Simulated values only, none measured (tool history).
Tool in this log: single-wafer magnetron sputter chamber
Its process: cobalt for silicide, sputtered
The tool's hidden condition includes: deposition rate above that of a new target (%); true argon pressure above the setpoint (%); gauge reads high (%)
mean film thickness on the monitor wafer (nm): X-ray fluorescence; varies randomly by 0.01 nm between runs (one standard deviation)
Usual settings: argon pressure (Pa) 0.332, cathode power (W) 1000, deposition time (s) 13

run,hour,argon pressure (Pa),cathode power (W),deposition time (s),wafers since the last listed run,wafers on the sputter target,hours since the last manometer calibration,hours since the magnet pack was replaced,hours since the gauge calibration,"read-back reference wafer on the same gauge, thickness_nm",mean film thickness on the monitor wafer (nm)
1,0,0.332,1000,13.9,0,3858,980.2,8602.8,67.1,5.964,7.226
2,15.7,0.332,1000,13.9,254,4112,995.9,8618.5,82.8,5.959,7.239
3,23.4,0.332,1000,13.9,124,4236,1003.6,8626.2,90.5,5.956,7.239
4,34.1,0.332,1000,13,173,4410,1014.3,8636.9,101.2,5.962,6.788
5,47.2,0.332,1000,13,212,4622,1027.4,8650,114.3,5.962,6.771
6,58.9,0.332,1000,13,189,4811,1039.1,8661.7,126,5.956,6.737
7,71.1,0.332,1000,13.8,197,5009,1051.3,8673.9,138.2,5.958,7.163
8,84.2,0.448,1100,13,212,5221,1064.4,8687,151.3,5.958,7.195
9,99.3,0.395,900,11.7,244,5465,1079.5,8702.1,166.4,5.961,5.436
10,112.4,0.332,1100,11,212,5677,1092.6,8715.2,179.5,5.96,6.237
# hour 125.6: sputter target and shields replaced
# hour 132.8: capacitance manometer re-zeroed and calibrated
# hour 133.9: gauge calibrated
# hour 136.4: magnet pack replaced
11,136.9,0.332,1000,13,93,8,4.1,0.5,3,5.96,6.916
12,142.7,0.247,1100,13.8,93,102,9.9,6.3,8.8,5.96,8.178
13,183.4,0.332,1000,13,658,761,50.6,47,49.5,5.957,6.863
14,195.1,0.332,1000,13,189,950,62.3,58.7,61.2,5.957,6.834

Below, some changes in mean film thickness on the monitor wafer (nm) between adjacent runs. For each, the amount present without the hidden state too (settings, incoming material, random variation) and the amount remaining for the hidden state with gauge scatter not shared by both compared results:
Run 8 -> 9: argon pressure (Pa) 0.448 -> 0.395, cathode power (W) 1100 -> 900, deposition time (s) 13 -> 11.7. mean film thickness on the monitor wafer (nm) -1.759: hidden state +0.044, all else -1.803.
Run 10 -> 11: cathode power (W) 1100 -> 1000, deposition time (s) 11 -> 13, sputter target and shields replaced, capacitance manometer re-zeroed and calibrated, gauge calibrated, magnet pack replaced. mean film thickness on the monitor wafer (nm) +0.679: hidden state +0.139, all else +0.54.
